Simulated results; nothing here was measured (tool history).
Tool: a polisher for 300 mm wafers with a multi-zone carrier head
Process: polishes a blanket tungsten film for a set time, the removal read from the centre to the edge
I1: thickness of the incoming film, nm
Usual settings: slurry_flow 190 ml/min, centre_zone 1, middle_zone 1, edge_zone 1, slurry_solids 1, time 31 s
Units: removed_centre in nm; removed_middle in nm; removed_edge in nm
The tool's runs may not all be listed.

{"run": 1, "hour": 0.0, "slurry_flow": 130, "centre_zone": 0.88, "middle_zone": 1, "edge_zone": 1, "slurry_solids": 1, "time": 26, "I1": 1420.6, "removed_centre": 134.6, "removed_middle": 163.1, "removed_edge": 169.6}
{"run": 2, "hour": 15.2, "slurry_flow": 190, "centre_zone": 0.92, "middle_zone": 1, "edge_zone": 1, "slurry_solids": 1.1, "time": 28, "I1": 1406.6, "removed_centre": 170.6, "removed_middle": 198.7, "removed_edge": 199.4}
{"run": 3, "hour": 46.2, "slurry_flow": 130, "centre_zone": 1, "middle_zone": 1, "edge_zone": 1, "slurry_solids": 1, "time": 35, "I1": 1406.6, "removed_centre": 205.8, "removed_middle": 224.3, "removed_edge": 230.1}
{"run": 4, "hour": 78.9, "slurry_flow": 190, "centre_zone": 1, "middle_zone": 1, "edge_zone": 1, "slurry_solids": 1, "time": 31, "I1": 1404.1, "removed_centre": 197.1, "removed_middle": 213.4, "removed_edge": 214.3}
{"run": 5, "hour": 109.6, "slurry_flow": 150, "centre_zone": 0.89, "middle_zone": 1, "edge_zone": 1, "slurry_solids": 1, "time": 31, "I1": 1408.2, "removed_centre": 167.2, "removed_middle": 203.9, "removed_edge": 207.5}
{"run": 6, "hour": 128.1, "slurry_flow": 190, "centre_zone": 1, "middle_zone": 1, "edge_zone": 1, "slurry_solids": 1, "time": 31, "I1": 1420.7, "removed_centre": 196.4, "removed_middle": 213.1, "removed_edge": 214}
{"run": 7, "hour": 148.1, "slurry_flow": 190, "centre_zone": 1, "middle_zone": 1, "edge_zone": 1, "slurry_solids": 0.75, "time": 26, "I1": 1420.6, "removed_centre": 159.8, "removed_middle": 161.8, "removed_edge": 161.4}
{"run": 8, "hour": 161.7, "slurry_flow": 190, "centre_zone": 1, "middle_zone": 1, "edge_zone": 1, "slurry_solids": 1, "time": 31, "I1": 1402.8, "removed_centre": 209.8, "removed_middle": 214.3, "removed_edge": 214}
{"run": 9, "hour": 186.6, "slurry_flow": 150, "centre_zone": 0.89, "middle_zone": 1, "edge_zone": 1, "slurry_solids": 1, "time": 31, "I1": 1420.8, "removed_centre": 180.5, "removed_middle": 200.2, "removed_edge": 204.8}
{"run": 10, "hour": 212.7, "slurry_flow": 190, "centre_zone": 1, "middle_zone": 1, "edge_zone": 1, "slurry_solids": 1, "time": 31, "I1": 1398.3, "removed_centre": 210.3, "removed_middle": 212.8, "removed_edge": 208.9}
{"run": 11, "hour": 242.3, "slurry_flow": 190, "centre_zone": 1, "middle_zone": 1, "edge_zone": 1, "slurry_solids": 1.3, "time": 21, "I1": 1381.5, "removed_centre": 154.9, "removed_middle": 157.7, "removed_edge": 153}
{"run": 12, "hour": 261.8, "slurry_flow": 190, "centre_zone": 1, "middle_zone": 1, "edge_zone": 1, "slurry_solids": 1, "time": 37, "I1": 1400.2, "removed_centre": 250.2, "removed_middle": 246.7, "removed_edge": 257.4}
{"run": 13, "hour": 273.9, "slurry_flow": 190, "centre_zone": 1, "middle_zone": 1, "edge_zone": 1, "slurry_solids": 1.25, "time": 31, "I1": 1411.9, "removed_centre": 227.1, "removed_middle": 219.9, "removed_edge": 228.9}
{"run": 14, "hour": 302.1, "slurry_flow": 190, "centre_zone": 1, "middle_zone": 1, "edge_zone": 1.12, "slurry_solids": 1, "time": 40, "I1": 1406.7, "removed_centre": 268.9, "removed_middle": 277.6, "removed_edge": 293.1}
{"run": 15, "hour": 318.7, "slurry_flow": 135, "centre_zone": 1, "middle_zone": 1, "edge_zone": 1, "slurry_solids": 1, "time": 41, "I1": 1401.9, "removed_centre": 254.8, "removed_middle": 259.9, "removed_edge": 269.9}
{"run": 16, "hour": 327.9, "slurry_flow": 190, "centre_zone": 1, "middle_zone": 1, "edge_zone": 1, "slurry_solids": 1, "time": 31, "I1": 1381.8, "removed_centre": 209, "removed_middle": 212.6, "removed_edge": 212.1}
{"run": 17, "hour": 342.8, "slurry_flow": 130, "centre_zone": 1.12, "middle_zone": 1, "edge_zone": 0.96, "slurry_solids": 1, "time": 41, "I1": 1398.4, "removed_centre": 284.5, "removed_middle": 260.6, "removed_edge": 258.8}
{"run": 18, "hour": 363.1, "slurry_flow": 225, "centre_zone": 1.1, "middle_zone": 1, "edge_zone": 1, "slurry_solids": 1, "time": 34, "I1": 1384.1, "removed_centre": 258.6, "removed_middle": 239.8, "removed_edge": 235.8}
{"run": 19, "hour": 387.0, "slurry_flow": 190, "centre_zone": 1, "middle_zone": 1, "edge_zone": 1, "slurry_solids": 1, "time": 31, "I1": 1373.2, "removed_centre": 211.6, "removed_middle": 213.4, "removed_edge": 212.7}
{"run": 20, "hour": 414.9, "slurry_flow": 190, "centre_zone": 1, "middle_zone": 1, "edge_zone": 1.08, "slurry_solids": 1, "time": 42, "I1": 1397.5, "removed_centre": 283.9, "removed_middle": 289, "removed_edge": 302.8}
{"run": 21, "hour": 445.7, "slurry_flow": 190, "centre_zone": 1, "middle_zone": 1, "edge_zone": 1, "slurry_solids": 1, "time": 31, "I1": 1411.9, "removed_centre": 210.2, "removed_middle": 208.6, "removed_edge": 213.2}

Not shown: 5 entries that the log had between the listed runs. Between which runs, and how does the tool's hidden state differ before and after?
Between runs 3 and 4: edge zone pressure recalibrated (hour 72.4)
  deviation of the centre zone's pressure from its setpoint, %: -6 -> -6.41
  measured less the result without the state, removed_centre: -12.1 -> -12.5 nm
Between runs 5 and 6: worn pad replaced by a new one (hour 116.5)
  deviation of the centre zone's pressure from its setpoint, %: -6.8 -> -7.05
  measured less the result without the state, removed_centre: -11.4 -> -13.7 nm
Between runs 6 and 7: centre zone pressure recalibrated (hour 143.4)
  deviation of the centre zone's pressure from its setpoint, %: -7.05 -> 0.239
  measured less the result without the state, removed_centre: -13.7 -> +0.4 nm
Between runs 11 and 12: slurry nozzle cleaned (hour 254.7)
  deviation of the centre zone's pressure from its setpoint, %: 0.176 -> 0.149
  measured less the result without the state, removed_centre: +0.2 -> +0.3 nm
Between runs 14 and 15: worn pad replaced by a new one (hour 318.2)
  deviation of the centre zone's pressure from its setpoint, %: 0.0777 -> 0.0422
  measured less the result without the state, removed_centre: +0.2 -> +0.1 nm

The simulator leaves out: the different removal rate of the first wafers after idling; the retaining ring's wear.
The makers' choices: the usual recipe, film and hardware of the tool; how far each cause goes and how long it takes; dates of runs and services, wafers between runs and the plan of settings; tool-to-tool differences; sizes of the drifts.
